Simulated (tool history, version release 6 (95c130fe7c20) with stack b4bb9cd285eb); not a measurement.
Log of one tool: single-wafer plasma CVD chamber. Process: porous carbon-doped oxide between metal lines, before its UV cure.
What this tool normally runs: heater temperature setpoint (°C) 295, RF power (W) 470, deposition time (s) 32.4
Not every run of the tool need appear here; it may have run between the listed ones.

run	hour	heater temperature setpoint (°C)	RF power (W)	deposition time (s)	wafers since the last listed run	hours since the last thermocouple change	hours since the last RF generator calibration	hours since the showerhead was replaced	hours since the gauge calibration	read-back reference wafer on the same gauge, thickness_nm	mean film thickness on the monitor wafer (angstrom)
1	0	295	470	32.4	0	2586.2	872.4	5599.3	503.7	191.089	1719.17
2	29.7	288	525	32.4	884	2615.9	902.1	5629	533.4	190.847	1912.35
3	58.4	295	470	32.4	854	2644.6	930.8	5657.7	562.1	190.949	1731.55
4	81	292	470	32.4	672	2667.2	953.4	5680.3	584.7	190.962	1754.17
5	97.4	292	470	32.4	488	2683.6	969.8	5696.7	601.1	191.2	1768.14
6	118	292	470	32.4	613	2704.2	990.4	5717.3	621.7	191.08	1744.52
7	150.1	295	470	32.4	955	2736.3	1022.5	5749.4	653.8	191.142	1708.2
8	176.2	295	470	32.4	776	2762.4	1048.6	5775.5	679.9	190.854	1717.4
9	189.3	295	470	32.4	389	2775.5	1061.7	5788.6	693	191.073	1727.17
10	293	295	470	32.4	3086	2879.2	1165.4	5892.3	796.7	190.777	1710.03
11	312	288	470	32.4	565	2898.2	1184.4	5911.3	815.7	191.29	1774.21
12	342.9	306	380	29.4	919	2929.1	1215.3	5942.2	846.6	191.081	1275.01
13	373.6	295	470	35.1	913	2959.8	1246	5972.9	877.3	191.425	1849.67
# hour 375.7: gauge calibrated
14	394.5	295	470	32.4	622	2980.7	1266.9	5993.8	18.8	190.945	1708.17
15	421	295	470	32.4	788	3007.2	1293.4	6020.3	45.3	190.762	1705.61
# hour 453.5: thermocouple changed; heater temperature recalibrated
16	454	303	440	27.9	744	0.5	1326.4	6053.3	78.3	191.016	1362.21
17	472.5	283	495	34.5	550	19	1344.9	6071.8	96.8	191.286	1999.63
18	506.9	295	530	32.4	1023	53.4	1379.3	6106.2	131.2	190.93	1816.61
19	548.3	303	440	27.9	1232	94.8	1420.7	6147.6	172.6	190.892	1346.24
20	560.4	295	505	30.2	360	106.9	1432.8	6159.7	184.7	191.082	1654.39
21	592.8	308	510	32.4	964	139.3	1465.2	6192.1	217.1	190.726	1664.64
# hour 606.2: RF generator calibrated
22	621	303	515	38.5	601	167.5	14.8	6220.3	245.3	190.655	2094.6
23	652.4	285	470	32.4	934	198.9	46.2	6251.7	276.7	191.09	1848.83
# hour 662.5: showerhead replaced
24	711.7	295	520	27.9	1526	258.2	105.5	49.2	336	191.136	1596.23
25	727.6	295	470	35	473	274.1	121.4	65.1	351.9	190.928	1885.25
26	761.7	286	535	35.5	1015	308.2	155.5	99.2	386	191.033	2167.77
27	779.7	295	470	32.4	535	326.2	173.5	117.2	404	190.882	1753.97
28	814.3	295	470	32.4	1029	360.8	208.1	151.8	438.6	190.982	1740.81
29	882.3	281	470	27.3	2024	428.8	276.1	219.8	506.6	190.735	1587.57
30	899.4	295	405	32.4	508	445.9	293.2	236.9	523.7	191.199	1592.53
31	926.2	290	535	28.6	797	472.7	320	263.7	550.5	190.988	1704.74
32	941.2	307	470	32.4	446	487.7	335	278.7	565.5	191.193	1632.71
33	955.4	299	395	38.4	422	501.9	349.2	292.9	579.7	190.868	1792.19

Here are 5 independent what-if runs from the current tool condition. What would each one return?
A	955.8	295	390	32.4	11	502.3	349.6	293.3	580.1	?	?
B	955.8	295	470	29.9	11	502.3	349.6	293.3	580.1	?	?
C	955.8	285	470	34.9	11	502.3	349.6	293.3	580.1	?	?
D	955.8	286	495	30.2	11	502.3	349.6	293.3	580.1	?	?
E	955.8	282	385	28.8	11	502.3	349.6	293.3	580.1	?	?

run	read-back reference wafer on the same gauge, thickness_nm	mean film thickness on the monitor wafer (angstrom)
A	190.751	1528.18
B	190.751	1592.41
C	190.751	1950.98
D	190.751	1736.43
E	190.751	1449.17
Without the tool's hidden state the same runs would have given:
run	mean film thickness on the monitor wafer (angstrom)
A	1565.01
B	1625.73
C	1991.8
D	1772.76
E	1484.09
